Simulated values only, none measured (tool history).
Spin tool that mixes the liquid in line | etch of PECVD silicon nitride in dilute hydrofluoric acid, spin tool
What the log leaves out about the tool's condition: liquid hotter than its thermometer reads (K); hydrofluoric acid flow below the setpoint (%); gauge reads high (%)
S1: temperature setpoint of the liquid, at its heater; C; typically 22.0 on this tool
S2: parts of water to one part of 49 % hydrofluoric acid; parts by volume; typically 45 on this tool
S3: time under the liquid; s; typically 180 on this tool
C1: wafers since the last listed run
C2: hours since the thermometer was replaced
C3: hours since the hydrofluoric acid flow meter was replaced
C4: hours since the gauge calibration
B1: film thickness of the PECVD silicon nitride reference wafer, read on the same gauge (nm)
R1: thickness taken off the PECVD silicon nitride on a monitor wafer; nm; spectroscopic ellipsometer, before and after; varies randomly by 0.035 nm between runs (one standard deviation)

run 1 hour=0.0 | S1=24.5 S2=45 S3=180 | C1=0 C2=2147.9 C3=1710.1 C4=2.7 | B1=70.00 | R1=9.35
run 2 hour=23.2 | S1=24.5 S2=45 S3=180 | C1=197 C2=2171.1 C3=1733.3 C4=25.9 | B1=70.01 | R1=9.45
run 3 hour=48.0 | S1=22.0 S2=45 S3=180 | C1=211 C2=2195.9 C3=1758.1 C4=50.7 | B1=69.99 | R1=7.90
run 4 hour=67.7 | S1=22.0 S2=45 S3=180 | C1=167 C2=2215.6 C3=1777.8 C4=70.4 | B1=70.02 | R1=7.88
run 5 hour=139.2 | S1=22.0 S2=45 S3=180 | C1=609 C2=2287.1 C3=1849.3 C4=141.9 | B1=70.00 | R1=7.89
run 6 hour=211.5 | S1=22.0 S2=45 S3=180 | C1=616 C2=2359.4 C3=1921.6 C4=214.2 | B1=69.99 | R1=7.90
run 7 hour=245.6 | S1=22.0 S2=45 S3=180 | C1=290 C2=2393.5 C3=1955.7 C4=248.3 | B1=70.02 | R1=8.00
run 8 hour=260.7 | S1=22.0 S2=45 S3=180 | C1=128 C2=2408.6 C3=1970.8 C4=263.4 | B1=69.97 | R1=7.91
run 9 hour=295.5 | S1=22.0 S2=45 S3=120 | C1=296 C2=2443.4 C3=2005.6 C4=298.2 | B1=70.00 | R1=5.31
run 10 hour=313.8 | S1=22.0 S2=45 S3=120 | C1=156 C2=2461.7 C3=2023.9 C4=316.5 | B1=70.00 | R1=5.28
run 11 hour=326.4 | S1=22.0 S2=45 S3=120 | C1=107 C2=2474.3 C3=2036.5 C4=329.1 | B1=70.01 | R1=5.22
-- hour=327.6 hydrofluoric acid flow meter replaced
run 12 hour=356.6 | S1=22.0 S2=55 S3=180 | C1=248 C2=2504.5 C3=29.0 C4=359.3 | B1=70.01 | R1=6.52
run 13 hour=380.8 | S1=22.0 S2=55 S3=180 | C1=206 C2=2528.7 C3=53.2 C4=383.5 | B1=70.01 | R1=6.50
run 14 hour=410.3 | S1=22.0 S2=55 S3=180 | C1=251 C2=2558.2 C3=82.7 C4=413.0 | B1=70.01 | R1=6.51
run 15 hour=504.6 | S1=22.0 S2=35 S3=180 | C1=803 C2=2652.5 C3=177.0 C4=507.3 | B1=70.01 | R1=10.15
run 16 hour=539.6 | S1=22.0 S2=35 S3=180 | C1=298 C2=2687.5 C3=212.0 C4=542.3 | B1=70.01 | R1=10.17
run 17 hour=558.7 | S1=22.0 S2=45 S3=180 | C1=162 C2=2706.6 C3=231.1 C4=561.4 | B1=70.01 | R1=7.87
run 18 hour=591.8 | S1=22.0 S2=55 S3=180 | C1=282 C2=2739.7 C3=264.2 C4=594.5 | B1=70.01 | R1=6.50
run 19 hour=627.0 | S1=24.5 S2=30 S3=220 | C1=300 C2=2774.9 C3=299.4 C4=629.7 | B1=70.00 | R1=17.02
run 20 hour=712.7 | S1=22.0 S2=65 S3=285 | C1=730 C2=2860.6 C3=385.1 C4=715.4 | B1=70.00 | R1=8.80
run 21 hour=735.6 | S1=22.0 S2=45 S3=80 | C1=195 C2=2883.5 C3=408.0 C4=738.3 | B1=70.00 | R1=3.50
run 22 hour=748.3 | S1=22.0 S2=45 S3=285 | C1=108 C2=2896.2 C3=420.7 C4=751.0 | B1=70.01 | R1=12.57
run 23 hour=760.8 | S1=22.0 S2=45 S3=180 | C1=106 C2=2908.7 C3=433.2 C4=763.5 | B1=70.03 | R1=7.93
run 24 hour=776.5 | S1=22.0 S2=45 S3=145 | C1=133 C2=2924.4 C3=448.9 C4=779.2 | B1=69.98 | R1=6.45
-- hour=786.8 thermometer replaced
-- hour=790.3 gauge calibrated
run 25 hour=809.5 | S1=22.0 S2=45 S3=180 | C1=272 C2=22.7 C3=481.9 C4=19.2 | B1=70.01 | R1=7.97
run 26 hour=825.1 | S1=26.0 S2=35 S3=180 | C1=132 C2=38.3 C3=497.5 C4=34.8 | B1=70.01 | R1=13.25
run 27 hour=845.0 | S1=22.0 S2=45 S3=180 | C1=169 C2=58.2 C3=517.4 C4=54.7 | B1=69.95 | R1=7.90
run 28 hour=874.5 | S1=22.0 S2=25 S3=180 | C1=251 C2=87.7 C3=546.9 C4=84.2 | B1=70.01 | R1=14.01
run 29 hour=906.4 | S1=22.0 S2=45 S3=105 | C1=271 C2=119.6 C3=578.8 C4=116.1 | B1=70.00 | R1=4.65
run 30 hour=932.2 | S1=18.5 S2=60 S3=145 | C1=219 C2=145.4 C3=604.6 C4=141.9 | B1=70.02 | R1=3.78
run 31 hour=961.4 | S1=25.0 S2=45 S3=280 | C1=248 C2=174.6 C3=633.8 C4=171.1 | B1=69.97 | R1=14.94
run 32 hour=985.6 | S1=17.5 S2=60 S3=215 | C1=206 C2=198.8 C3=658.0 C4=195.3 | B1=69.97 | R1=5.23
run 33 hour=1004.0 | S1=24.0 S2=30 S3=180 | C1=156 C2=217.2 C3=676.4 C4=213.7 | B1=70.00 | R1=13.40
run 34 hour=1046.8 | S1=22.0 S2=45 S3=130 | C1=364 C2=260.0 C3=719.2 C4=256.5 | B1=70.01 | R1=5.69

3 options for the next run, each taken on its own from the tool as it stands now. Forecast them:
run A hour=1047.3 | S1=22.0 S2=45 S3=180 | C1=4 C2=260.5 C3=719.7 C4=257.0 | B1=? | R1=?
run B hour=1047.3 | S1=20.5 S2=45 S3=90 | C1=4 C2=260.5 C3=719.7 C4=257.0 | B1=? | R1=?
run C hour=1047.3 | S1=18.0 S2=40 S3=180 | C1=4 C2=260.5 C3=719.7 C4=257.0 | B1=? | R1=?

run=A B1=70.00 R1=7.92
run=B B1=70.00 R1=3.57
run=C B1=70.00 R1=6.71
With the hidden condition removed and each run's random variation left untouched, the same runs would have given:
run=A R1=7.92
run=B R1=3.57
run=C R1=6.71

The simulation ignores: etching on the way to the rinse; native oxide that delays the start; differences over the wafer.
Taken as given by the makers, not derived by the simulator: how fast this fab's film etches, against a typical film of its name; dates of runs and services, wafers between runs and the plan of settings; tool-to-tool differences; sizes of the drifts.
